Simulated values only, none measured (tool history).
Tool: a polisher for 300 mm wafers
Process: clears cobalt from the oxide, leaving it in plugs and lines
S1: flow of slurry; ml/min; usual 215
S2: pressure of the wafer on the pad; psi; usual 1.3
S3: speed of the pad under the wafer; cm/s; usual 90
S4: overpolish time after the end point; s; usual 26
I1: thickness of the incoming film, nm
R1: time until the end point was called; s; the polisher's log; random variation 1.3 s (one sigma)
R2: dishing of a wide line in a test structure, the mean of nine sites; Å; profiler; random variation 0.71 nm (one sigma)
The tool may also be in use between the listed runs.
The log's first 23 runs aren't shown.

run 24 day=48.862 | S1=215 S2=1.3 S3=78 S4=26 | I1=212.6 | R1=78.3 R2=410
-- day=49.217 slurry nozzle cleaned
run 25 day=50.388 | S1=165 S2=1.0 S3=90 S4=18 | I1=208.2 | R1=83.6 R2=314
run 26 day=51.550 | S1=215 S2=1.3 S3=122 S4=26 | I1=210.6 | R1=58.0 R2=455
-- day=53.217 worn pad replaced by a new one
run 27 day=53.800 | S1=260 S2=1.1 S3=90 S4=26 | I1=213.6 | R1=79.0 R2=412
run 28 day=54.933 | S1=215 S2=1.7 S3=90 S4=15 | I1=207.2 | R1=57.4 R2=361
run 29 day=55.946 | S1=160 S2=0.9 S3=100 S4=26 | I1=209.1 | R1=82.0 R2=395
-- day=57.283 head pressure recalibrated
run 30 day=58.846 | S1=215 S2=1.3 S3=90 S4=26 | I1=209.5 | R1=71.6 R2=419
run 31 day=60.821 | S1=215 S2=1.3 S3=90 S4=26 | I1=207.3 | R1=70.0 R2=438
run 32 day=68.721 | S1=215 S2=1.3 S3=90 S4=26 | I1=210.4 | R1=69.3 R2=431
-- day=69.508 worn pad replaced by a new one
run 33 day=70.479 | S1=280 S2=1.3 S3=90 S4=26 | I1=207.5 | R1=67.7 R2=428
run 34 day=72.029 | S1=215 S2=1.5 S3=118 S4=20 | I1=210.0 | R1=51.0 R2=424

Forecast each of these 4 alternatives for the next run:
run A day=72.046 | S1=215 S2=1.3 S3=90 S4=26 | I1=209.0 | R1=? R2=?
run B day=72.046 | S1=170 S2=1.6 S3=90 S4=26 | I1=209.0 | R1=? R2=?
run C day=72.046 | S1=215 S2=1.3 S3=60 S4=26 | I1=209.0 | R1=? R2=?
run D day=72.046 | S1=255 S2=1.3 S3=90 S4=26 | I1=209.0 | R1=? R2=?

run=A R1=70.3 R2=427
run=B R1=62.3 R2=449
run=C R1=91.7 R2=374
run=D R1=69.3 R2=430
Without the tool's hidden state the same runs would have given:
run=A R1=73.7 R2=418
run=B R1=65.3 R2=441
run=C R1=96.2 R2=365
run=D R1=72.6 R2=421
